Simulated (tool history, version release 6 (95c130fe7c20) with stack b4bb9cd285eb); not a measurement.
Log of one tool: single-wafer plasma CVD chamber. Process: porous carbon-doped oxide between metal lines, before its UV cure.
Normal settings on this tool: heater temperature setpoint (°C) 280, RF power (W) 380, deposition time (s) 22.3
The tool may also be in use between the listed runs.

run     day  heater temperature setpoint (°C)  RF power (W)  deposition time (s)  wafers since the last listed run  hours since the last thermocouple change  hours since the last RF generator calibration  hours since the showerhead was replaced  hours since the gauge calibration  read-back reference wafer on the same gauge, thickness_nm  mean film thickness on the monitor wafer (nm)
  1       0                               280           380                 22.3                                 0                                    1513.6                                          809.6                                   3933.4                                134                                                    120.895                                        112.851
  2   3.379                               280           380                 22.3                              1913                                    1594.7                                          890.7                                   4014.5                              215.1                                                    120.836                                        112.706
  3   7.729                               280           380                 22.3                              2463                                    1699.1                                          995.1                                   4118.9                              319.5                                                    120.907                                        112.946
  4   9.804                               280           380                 22.3                              1174                                    1748.9                                         1044.9                                   4168.7                              369.3                                                    121.057                                         112.89
  5  11.596                               280           380                 22.3                              1014                                    1791.9                                         1087.9                                   4211.7                              412.3                                                    121.098                                        112.904
     13.317  -- RF generator calibrated
     13.404  -- gauge calibrated
     14.808  -- showerhead replaced
  6  14.888                               285           325                 22.3                              1486                                    1870.9                                           37.7                                      1.9                               35.6                                                    120.961                                        100.836
     16.808  -- thermocouple changed; heater temperature recalibrated
  7  19.342                               285           325                 22.3                              2333                                      60.8                                          144.6                                    108.8                              142.5                                                    121.104                                        103.251
  8  21.658                               289           420                 18.1                              1311                                     116.4                                          200.2                                    164.4                              198.1                                                    120.987                                          93.46
  9  24.342                               289           380                   19                              1519                                     180.8                                          264.6                                    228.8                              262.5                                                    120.984                                         92.849
 10    26.6                               280           380                 22.3                              1278                                       235                                          318.8                                      283                              316.7                                                    121.028                                        114.766
 11  28.658                               280           340                 22.3                              1165                                     284.4                                          368.2                                    332.4                              366.1                                                    121.061                                        108.665
 12  31.925                               275           415                 21.1                              1849                                     362.8                                          446.6                                    410.8                              444.5                                                    120.895                                        117.895
       33.6  -- gauge calibrated
 13  34.167                               280           380                 22.3                              1269                                     416.6                                          500.4                                    464.6                               13.6                                                    121.029                                        114.699
 14  36.121                               280           450                 21.1                              1106                                     463.5                                          547.3                                    511.5                               60.5                                                    121.164                                        118.466

Predict each of these 5 candidate next runs independently; none follows another, all start after run 14:
  A  36.138                               280           380                 22.3                                 9                                     463.9                                          547.7                                    511.9                               60.9                                                          ?                                              ?
  B  36.138                               280           360                 24.6                                 9                                     463.9                                          547.7                                    511.9                               60.9                                                          ?                                              ?
  C  36.138                               286           400                 26.2                                 9                                     463.9                                          547.7                                    511.9                               60.9                                                          ?                                              ?
  D  36.138                               276           335                 24.1                                 9                                     463.9                                          547.7                                    511.9                               60.9                                                          ?                                              ?
  E  36.138                               291           380                 25.8                                 9                                     463.9                                          547.7                                    511.9                               60.9                                                          ?                                              ?

run  read-back reference wafer on the same gauge, thickness_nm  mean film thickness on the monitor wafer (nm)
  A                                                    120.956                                        114.459
  B                                                    120.956                                        122.412
  C                                                    120.956                                        131.587
  D                                                    120.956                                        119.186
  E                                                    120.956                                        122.038
Take away the tool's hidden state, keep each run's random variation, and the runs would have read:
run  mean film thickness on the monitor wafer (nm)
  A                                         115.09
  B                                        123.087
  C                                        132.295
  D                                         119.86
  E                                        122.666

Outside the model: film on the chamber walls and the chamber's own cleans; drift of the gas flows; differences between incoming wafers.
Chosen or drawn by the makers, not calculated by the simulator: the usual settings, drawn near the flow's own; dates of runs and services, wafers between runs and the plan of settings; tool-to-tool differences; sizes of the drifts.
